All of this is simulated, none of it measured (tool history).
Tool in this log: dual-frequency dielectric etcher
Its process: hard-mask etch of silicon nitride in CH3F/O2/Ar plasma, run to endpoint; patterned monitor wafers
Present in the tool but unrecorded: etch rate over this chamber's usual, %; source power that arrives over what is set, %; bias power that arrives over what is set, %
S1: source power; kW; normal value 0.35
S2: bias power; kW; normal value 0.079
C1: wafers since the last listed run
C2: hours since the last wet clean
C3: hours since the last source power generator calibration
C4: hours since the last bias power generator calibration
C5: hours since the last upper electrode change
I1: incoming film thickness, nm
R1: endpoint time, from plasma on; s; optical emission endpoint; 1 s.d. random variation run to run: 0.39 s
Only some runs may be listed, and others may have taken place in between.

| run | hour | S1 | S2 | C1 | C2 | C3 | C4 | C5 | I1 | R1 |
|---|---|---|---|---|---|---|---|---|---|---|
| 1 | 0 | 0.4 | 0.079 | 0 | 376.4 | 2210.5 | 1087.1 | 2710.9 | 48.66 | 69.8 |
|  | 79.2 | wet clean of the chamber |
| 2 | 89.9 | 0.4 | 0.079 | 903 | 10.7 | 2300.4 | 1177 | 2800.8 | 48.34 | 65.8 |
| 3 | 178.7 | 0.29 | 0.079 | 1217 | 99.5 | 2389.2 | 1265.8 | 2889.6 | 48.68 | 72.9 |
| 4 | 231 | 0.31 | 0.079 | 716 | 151.8 | 2441.5 | 1318.1 | 2941.9 | 47.97 | 71.1 |
| 5 | 316.8 | 0.31 | 0.079 | 1175 | 237.6 | 2527.3 | 1403.9 | 3027.7 | 48.32 | 72.2 |
| 6 | 402.3 | 0.35 | 0.079 | 1171 | 323.1 | 2612.8 | 1489.4 | 3113.2 | 48.86 | 72.2 |
|  | 459.4 | wet clean of the chamber |
| 7 | 467.6 | 0.35 | 0.09 | 566 | 8.2 | 2678.1 | 1554.7 | 3178.5 | 48.61 | 65.6 |
| 8 | 537.3 | 0.35 | 0.09 | 955 | 77.9 | 2747.8 | 1624.4 | 3248.2 | 48.56 | 65.5 |
| 9 | 606.9 | 0.35 | 0.07 | 953 | 147.5 | 2817.4 | 1694 | 3317.8 | 48.77 | 72.1 |
| 10 | 702.9 | 0.35 | 0.07 | 1315 | 243.5 | 2913.4 | 1790 | 3413.8 | 48.54 | 73.4 |
| 11 | 780.8 | 0.35 | 0.07 | 1067 | 321.4 | 2991.3 | 1867.9 | 3491.7 | 48 | 71.7 |
| 12 | 838.7 | 0.35 | 0.092 | 793 | 379.3 | 3049.2 | 1925.8 | 3549.6 | 48.57 | 68.4 |
|  | 846.9 | bias power generator calibrated |
| 13 | 894.2 | 0.39 | 0.095 | 705 | 434.8 | 3104.7 | 47.3 | 3605.1 | 48.42 | 66.1 |
|  | 926.8 | wet clean of the chamber |
| 14 | 1004.1 | 0.35 | 0.067 | 1177 | 77.3 | 3214.6 | 157.2 | 3715 | 48.94 | 73.6 |

Run 15, settings as shown, results not yet in. Your forecast:
|  | 1052.1 | upper electrode replaced |
| 15 | 1090.4 | 0.27 | 0.074 | 853 | 163.6 | 3300.9 | 243.5 | 38.3 | 47.95 | ? |

R1: 75.4 s
Take away the tool's hidden state, keep the run-to-run variation as it was, and the same run would have given R1 73.9 s.
